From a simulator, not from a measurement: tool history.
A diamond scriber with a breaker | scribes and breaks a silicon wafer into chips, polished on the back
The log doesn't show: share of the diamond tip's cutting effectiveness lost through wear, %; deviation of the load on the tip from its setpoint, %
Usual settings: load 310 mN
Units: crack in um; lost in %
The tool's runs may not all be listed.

| run | day | load | wafers since the last listed run | hours since the diamond tip was replaced | hours since the load on the tip was calibrated | incoming depth of the damage left on the back of the incoming wafer, um | crack | lost |
|---|---|---|---|---|---|---|---|---|
| 1 | 0.000 | 383 | 0 | 134.5 | 453.4 | 0.01 | 7.81 | 3.61 |
| 2 | 1.625 | 383 | 73 | 173.5 | 492.4 | 0.05 | 7.73 | 3.34 |
| 3 | 3.962 | 383 | 105 | 229.6 | 548.5 | 0.05 | 7.69 | 3.45 |
| 4 | 7.942 | 310 | 179 | 325.1 | 644.0 | 0.03 | 6.83 | 1.59 |
| 5 | 12.150 | 310 | 189 | 426.1 | 745.0 | 0.02 | 6.85 | 1.52 |
|  | 16.133 | load on the tip recalibrated |
| 6 | 16.212 | 269 | 179 | 523.6 | 1.9 | 0.04 | 6.34 | 2.42 |
| 7 | 19.133 | 269 | 131 | 593.7 | 72.0 | 0.04 | 6.26 | 2.44 |
|  | 20.462 | diamond tip replaced by a new one |
| 8 | 22.142 | 269 | 131 | 40.3 | 144.2 | 0.04 | 6.31 | 2.57 |
| 9 | 26.200 | 310 | 182 | 137.7 | 241.6 | 0.01 | 7.00 | 1.69 |
| 10 | 28.804 | 310 | 117 | 200.2 | 304.1 | 0.02 | 6.96 | 1.63 |
| 11 | 31.083 | 310 | 102 | 254.9 | 358.8 | 0.04 | 6.81 | 1.61 |
| 12 | 33.017 | 332 | 87 | 301.3 | 405.2 | 0.02 | 7.25 | 1.79 |
| 13 | 37.246 | 332 | 190 | 402.8 | 506.7 | 0.03 | 7.04 | 1.76 |
| 14 | 40.879 | 310 | 163 | 490.0 | 593.9 | 0.04 | 6.74 | 1.63 |
| 15 | 44.362 | 310 | 156 | 573.6 | 677.5 | 0.01 | 6.94 | 1.51 |
|  | 44.754 | load on the tip recalibrated |
| 16 | 48.575 | 310 | 186 | 674.7 | 91.7 | 0.02 | 6.87 | 1.38 |
|  | 49.125 | diamond tip replaced by a new one |
| 17 | 52.267 | 347 | 162 | 75.4 | 180.3 | 0.03 | 7.18 | 2.17 |
| 18 | 54.096 | 347 | 82 | 119.3 | 224.2 | 0.02 | 7.42 | 2.18 |
| 19 | 58.096 | 272 | 180 | 215.3 | 320.2 | 0.03 | 6.31 | 2.55 |
| 20 | 62.204 | 272 | 185 | 313.9 | 418.8 | 0.04 | 6.33 | 2.33 |
| 21 | 64.083 | 224 | 84 | 359.0 | 463.9 | 0.03 | 5.57 | 5.60 |
| 22 | 67.038 | 393 | 133 | 429.9 | 534.8 | 0.02 | 7.87 | 4.50 |
| 23 | 70.675 | 403 | 163 | 517.2 | 622.1 | 0.03 | 8.04 | 4.51 |
| 24 | 74.946 | 354 | 192 | 619.7 | 724.6 | 0.05 | 7.26 | 2.77 |
|  | 77.783 | diamond tip replaced by a new one |
| 25 | 78.046 | 401 | 135 | 6.3 | 799.0 | 0.03 | 8.06 | 4.71 |
|  | 79.621 | load on the tip recalibrated |
| 26 | 81.850 | 376 | 167 | 97.6 | 53.5 | 0.04 | 7.70 | 3.17 |
| 27 | 85.542 | 310 | 166 | 186.2 | 142.1 | 0.02 | 6.80 | 1.44 |
| 28 | 87.942 | 310 | 108 | 243.8 | 199.7 | 0.05 | 6.93 | 1.66 |
| 29 | 90.838 | 219 | 130 | 313.3 | 269.2 | 0.02 | 5.54 | 6.29 |
| 30 | 92.654 | 310 | 81 | 356.9 | 312.8 | 0.04 | 6.93 | 1.62 |
| 31 | 95.192 | 395 | 114 | 417.8 | 373.7 | 0.04 | 7.91 | 4.19 |
| 32 | 101.008 | 375 | 262 | 557.4 | 513.3 | 0.04 | 7.77 | 3.10 |
|  | 101.500 | diamond tip replaced by a new one |
| 33 | 103.667 | 337 | 116 | 52.0 | 577.1 | 0.02 | 7.10 | 1.98 |
| 34 | 107.117 | 227 | 155 | 134.8 | 659.9 | 0.04 | 5.82 | 6.09 |
| 35 | 110.512 | 278 | 153 | 216.3 | 741.4 | 0.05 | 6.48 | 2.07 |
| 36 | 112.471 | 310 | 88 | 263.3 | 788.4 | 0.04 | 7.00 | 1.88 |
|  | 115.729 | load on the tip recalibrated |
| 37 | 125.375 | 400 | 577 | 573.0 | 231.5 | 0.03 | 7.89 | 4.37 |

Forecast run 38:
| 38 | 128.100 | 254 | 122 | 638.4 | 296.9 | 0.03 | ? | ? |

Run 38 gave crack 6.17 um, lost 3.56 %.
Without the tool's hidden state the same run would have given crack 6.17 um, lost 3.56 %.
